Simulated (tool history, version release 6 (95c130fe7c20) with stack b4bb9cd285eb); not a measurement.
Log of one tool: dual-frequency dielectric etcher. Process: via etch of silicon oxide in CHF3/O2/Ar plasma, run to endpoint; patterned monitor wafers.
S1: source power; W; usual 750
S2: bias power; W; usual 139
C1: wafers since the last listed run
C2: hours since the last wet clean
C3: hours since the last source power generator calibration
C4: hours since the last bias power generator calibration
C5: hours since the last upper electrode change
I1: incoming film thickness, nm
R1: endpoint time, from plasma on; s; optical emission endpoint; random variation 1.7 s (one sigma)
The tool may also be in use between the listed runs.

run 1 hour=0 | S1=620 S2=139 | C1=0 C2=188.7 C3=442.3 C4=1499.2 C5=4251.5 | I1=817.4 | R1=425.2
run 2 hour=64 | S1=750 S2=139 | C1=183 C2=252.7 C3=506.3 C4=1563.2 C5=4315.5 | I1=822 | R1=392.5
run 3 hour=108.3 | S1=750 S2=139 | C1=127 C2=297 C3=550.6 C4=1607.5 C5=4359.8 | I1=817.1 | R1=389.3
run 4 hour=138.4 | S1=750 S2=139 | C1=86 C2=327.1 C3=580.7 C4=1637.6 C5=4389.9 | I1=816.3 | R1=387
run 5 hour=197.1 | S1=620 S2=127 | C1=168 C2=385.8 C3=639.4 C4=1696.3 C5=4448.6 | I1=820.4 | R1=437.9
-- hour=333 wet clean of the chamber
run 6 hour=348 | S1=620 S2=127 | C1=364 C2=15 C3=790.3 C4=1847.2 C5=4599.5 | I1=816.4 | R1=450.9
run 7 hour=412.2 | S1=620 S2=127 | C1=184 C2=79.2 C3=854.5 C4=1911.4 C5=4663.7 | I1=817.4 | R1=449.9
run 8 hour=467.7 | S1=630 S2=139 | C1=159 C2=134.7 C3=910 C4=1966.9 C5=4719.2 | I1=819.9 | R1=429.9
run 9 hour=522.9 | S1=880 S2=139 | C1=158 C2=189.9 C3=965.2 C4=2022.1 C5=4774.4 | I1=811.8 | R1=368.7
-- hour=589.9 upper electrode replaced
run 10 hour=590.4 | S1=880 S2=139 | C1=124 C2=257.4 C3=1032.7 C4=2089.6 C5=0.5 | I1=811.4 | R1=366.2
run 11 hour=713.7 | S1=880 S2=139 | C1=353 C2=380.7 C3=1156 C4=2212.9 C5=123.8 | I1=822.6 | R1=369.3
run 12 hour=763.6 | S1=750 S2=154 | C1=143 C2=430.6 C3=1205.9 C4=2262.8 C5=173.7 | I1=814.2 | R1=377.5
run 13 hour=846.3 | S1=750 S2=154 | C1=237 C2=513.3 C3=1288.6 C4=2345.5 C5=256.4 | I1=811.2 | R1=373.3
run 14 hour=882 | S1=750 S2=139 | C1=102 C2=549 C3=1324.3 C4=2381.2 C5=292.1 | I1=825 | R1=394.9
run 15 hour=938.8 | S1=750 S2=139 | C1=162 C2=605.8 C3=1381.1 C4=2438 C5=348.9 | I1=815.2 | R1=390.4
-- hour=981.2 wet clean of the chamber
run 16 hour=981.7 | S1=710 S2=139 | C1=54 C2=0.5 C3=1424 C4=2480.9 C5=391.8 | I1=817.2 | R1=412.4
run 17 hour=1018.6 | S1=750 S2=152 | C1=105 C2=37.4 C3=1460.9 C4=2517.8 C5=428.7 | I1=821.7 | R1=385.8
run 18 hour=1068.2 | S1=910 S2=108 | C1=142 C2=87 C3=1510.5 C4=2567.4 C5=478.3 | I1=817.2 | R1=405.8
run 19 hour=1128.9 | S1=670 S2=152 | C1=174 C2=147.7 C3=1571.2 C4=2628.1 C5=539 | I1=818.7 | R1=404.9
run 20 hour=1200.2 | S1=620 S2=128 | C1=204 C2=219 C3=1642.5 C4=2699.4 C5=610.3 | I1=814.4 | R1=446.9
run 21 hour=1244.1 | S1=750 S2=151 | C1=125 C2=262.9 C3=1686.4 C4=2743.3 C5=654.2 | I1=812.5 | R1=379.8
run 22 hour=1268.7 | S1=750 S2=139 | C1=70 C2=287.5 C3=1711 C4=2767.9 C5=678.8 | I1=817.1 | R1=400.2
-- hour=1299.1 bias power generator calibrated
run 23 hour=1426.4 | S1=890 S2=104 | C1=441 C2=445.2 C3=1868.7 C4=127.3 C5=836.5 | I1=816.3 | R1=406.3
run 24 hour=1452.8 | S1=690 S2=114 | C1=75 C2=471.6 C3=1895.1 C4=153.7 C5=862.9 | I1=816.4 | R1=437.7
-- hour=1518.8 source power generator calibrated
run 25 hour=1519.3 | S1=750 S2=139 | C1=179 C2=538.1 C3=0.5 C4=220.2 C5=929.4 | I1=821.3 | R1=384.8
run 26 hour=1563.7 | S1=900 S2=153 | C1=127 C2=582.5 C3=44.9 C4=264.6 C5=973.8 | I1=815.5 | R1=340.6
-- hour=1616.5 wet clean of the chamber
run 27 hour=1632.2 | S1=610 S2=110 | C1=127 C2=15.7 C3=113.4 C4=333.1 C5=1042.3 | I1=817.9 | R1=475.1
run 28 hour=1684.9 | S1=930 S2=168 | C1=151 C2=68.4 C3=166.1 C4=385.8 C5=1095 | I1=820.8 | R1=336.3
run 29 hour=1729 | S1=750 S2=139 | C1=126 C2=112.5 C3=210.2 C4=429.9 C5=1139.1 | I1=818.6 | R1=397.7
run 30 hour=1795.5 | S1=850 S2=139 | C1=190 C2=179 C3=276.7 C4=496.4 C5=1205.6 | I1=818.3 | R1=371
run 31 hour=1847.3 | S1=940 S2=166 | C1=148 C2=230.8 C3=328.5 C4=548.2 C5=1257.4 | I1=812.5 | R1=330.3
run 32 hour=1888.9 | S1=610 S2=139 | C1=119 C2=272.4 C3=370.1 C4=589.8 C5=1299 | I1=810.2 | R1=425.4
run 33 hour=1916 | S1=900 S2=112 | C1=77 C2=299.5 C3=397.2 C4=616.9 C5=1326.1 | I1=818.4 | R1=394.9
run 34 hour=1945.5 | S1=660 S2=149 | C1=84 C2=329 C3=426.7 C4=646.4 C5=1355.6 | I1=823.7 | R1=402

Some steps in R1 between neighbouring runs. How much of each would the tool show without its hidden state too (settings, what came in, random variation), and how much is left for the hidden state, with any gauge scatter that isn't in both results?
The hidden state here: etch rate over this chamber's usual, %; source power that arrives over what is set, %; bias power that arrives over what is set, %.
Run 5 -> 6: wet clean of the chamber. R1 +13 s: hidden state +11.9, all else +1.1.
Run 15 -> 16: S1 750 -> 710, wet clean of the chamber. R1 +22 s: hidden state +9.6, all else +12.4.
Run 26 -> 27: S1 900 -> 610, S2 153 -> 110, wet clean of the chamber. R1 +134.5 s: hidden state +8.9, all else +125.6.
Run 27 -> 28: S1 610 -> 930, S2 110 -> 168. R1 -138.8 s: hidden state -0.7, all else -138.1.
Run 31 -> 32: S1 940 -> 610, S2 166 -> 139. R1 +95.1 s: hidden state -0.6, all else +95.7.
